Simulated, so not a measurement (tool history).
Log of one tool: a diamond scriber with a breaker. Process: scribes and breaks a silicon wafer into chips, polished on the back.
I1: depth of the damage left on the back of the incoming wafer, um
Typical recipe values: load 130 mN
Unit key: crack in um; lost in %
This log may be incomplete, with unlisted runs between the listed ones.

Run 1, hour 0: usual settings; I1 0.01. Result: crack 16.24 um, lost 1.33 %.
Run 2, hour 12.9: usual settings but load 108 mN; I1 0.04. Result: crack 13.82 um, lost 1.09 %.
Run 3, hour 26.6: usual settings but load 108 mN; I1 0.02. Result: crack 14.05 um, lost 1.14 %.
Run 4, hour 33.1: usual settings but load 116 mN; I1 0.04. Result: crack 14.74 um, lost 0.58 %.
Run 5, hour 44.8: usual settings; I1 0.04. Result: crack 16.08 um, lost 1.01 %.
Run 6, hour 59: usual settings but load 159 mN; I1 0.01. Result: crack 18.54 um, lost 5.3 %.
At hour 68: diamond tip replaced by a new one.
Run 7, hour 75.1: usual settings but load 159 mN; I1 0.03. Result: crack 19.41 um, lost 7.97 %.
Run 8, hour 84.1: usual settings but load 148 mN; I1 0.02. Result: crack 18.19 um, lost 5.66 %.
Run 9, hour 91.9: usual settings but load 148 mN; I1 0.02. Result: crack 18.21 um, lost 5.35 %.
Run 10, hour 105.5: usual settings but load 148 mN; I1 0.02. Result: crack 18.36 um, lost 5.37 %.
Run 11, hour 114.7: usual settings; I1 0.03. Result: crack 16.65 um, lost 2.17 %.
Run 12, hour 120.8: usual settings; I1 0.04. Result: crack 16.61 um, lost 2 %.
Run 13, hour 130.3: usual settings; I1 0.04. Result: crack 16.67 um, lost 1.82 %.
Run 14, hour 146.5: usual settings but load 104 mN; I1 0.02. Result: crack 14.07 um, lost 1.03 %.
At hour 162.8: load on the tip recalibrated.
Run 15, hour 163.3: usual settings but load 117 mN; I1 0.02. Result: crack 13.51 um, lost 1.92 %.
Run 16, hour 168.3: usual settings; I1 0.04. Result: crack 14.66 um, lost 0.56 %.
Run 17, hour 185.6: usual settings; I1 0.04. Result: crack 14.54 um, lost 0.55 %.
Run 18, hour 201.5: usual settings; I1 0.02. Result: crack 14.54 um, lost 0.58 %.
Run 19, hour 218.7: usual settings; I1 0.02. Result: crack 14.57 um, lost 0.57 %.
Run 20, hour 233.9: usual settings but load 113 mN; I1 0.04. Result: crack 13.08 um, lost 2.5 %.
Run 21, hour 244.5: usual settings; I1 0.02. Result: crack 14.37 um, lost 0.58 %.
Run 22, hour 261.9: usual settings but load 167 mN; I1 0.04. Result: crack 17.54 um, lost 3.42 %.
Run 23, hour 272.7: usual settings but load 146 mN; I1 0.04. Result: crack 15.78 um, lost 0.94 %.
Run 24, hour 310.6: usual settings but load 106 mN; I1 0.03. Result: crack 12.16 um, lost 5.64 %.
Run 25, hour 320.5: usual settings but load 161 mN; I1 0.03. Result: crack 16.77 um, lost 1.9 %.
Run 26, hour 331.3: usual settings; I1 0.03. Result: crack 14.22 um, lost 0.81 %.
Run 27, hour 341: usual settings but load 165 mN; I1 0.03. Result: crack 16.88 um, lost 2.15 %.
Run 28, hour 350: usual settings; I1 0.02. Result: crack 14.23 um, lost 0.92 %.
At hour 357.3: diamond tip replaced by a new one.
Run 29, hour 364.1: usual settings but load 143 mN; I1 0.02. Result: crack 16.06 um, lost 1.16 %.
Run 30, hour 381.7: usual settings but load 153 mN; I1 0.04. Result: crack 17.07 um, lost 2.68 %.
Run 31, hour 391.3: usual settings; I1 0.04. Result: crack 15.02 um, lost 0.51 %.
Run 32, hour 406.8: usual settings but load 112 mN; I1 0.02. Result: crack 13.5 um, lost 1.9 %.
Run 33, hour 422.1: usual settings but load 109 mN; I1 0.02. Result: crack 13.24 um, lost 2.35 %.
Run 34, hour 428.2: usual settings but load 110 mN; I1 0.02. Result: crack 13.24 um, lost 2.04 %.
Run 35, hour 435.3: usual settings but load 140 mN; I1 0.02. Result: crack 15.97 um, lost 1.05 %.
Run 36, hour 450.8: usual settings but load 155 mN; I1 0.04. Result: crack 17.14 um, lost 2.87 %.
Run 37, hour 459.8: usual settings but load 94 mN; I1 0.05. Result: crack 11.57 um, lost 7.77 %.
Run 38, hour 475.9: usual settings but load 160 mN; I1 0.03. Result: crack 17.7 um, lost 3.45 %.

Each row is a separate what-if for the run after 38, all from the same tool condition, not one after another. Results?
Run A, hour 476.5: usual settings but load 114 mN; I1 0.01. Result: crack ?, lost ?.
Run B, hour 476.5: usual settings but load 115 mN; I1 0.01. Result: crack ?, lost ?.
Run C, hour 476.5: usual settings but load 144 mN; I1 0.01. Result: crack ?, lost ?.

run  crack  lost
  A  13.53  1.52
  B  13.62  1.38
  C  16.19  1.23
With the hidden condition removed and each run's random variation left untouched, the same runs would have given:
run  crack  lost
  A  13.47  1.62
  B  13.56  1.47
  C  16.12  1.15

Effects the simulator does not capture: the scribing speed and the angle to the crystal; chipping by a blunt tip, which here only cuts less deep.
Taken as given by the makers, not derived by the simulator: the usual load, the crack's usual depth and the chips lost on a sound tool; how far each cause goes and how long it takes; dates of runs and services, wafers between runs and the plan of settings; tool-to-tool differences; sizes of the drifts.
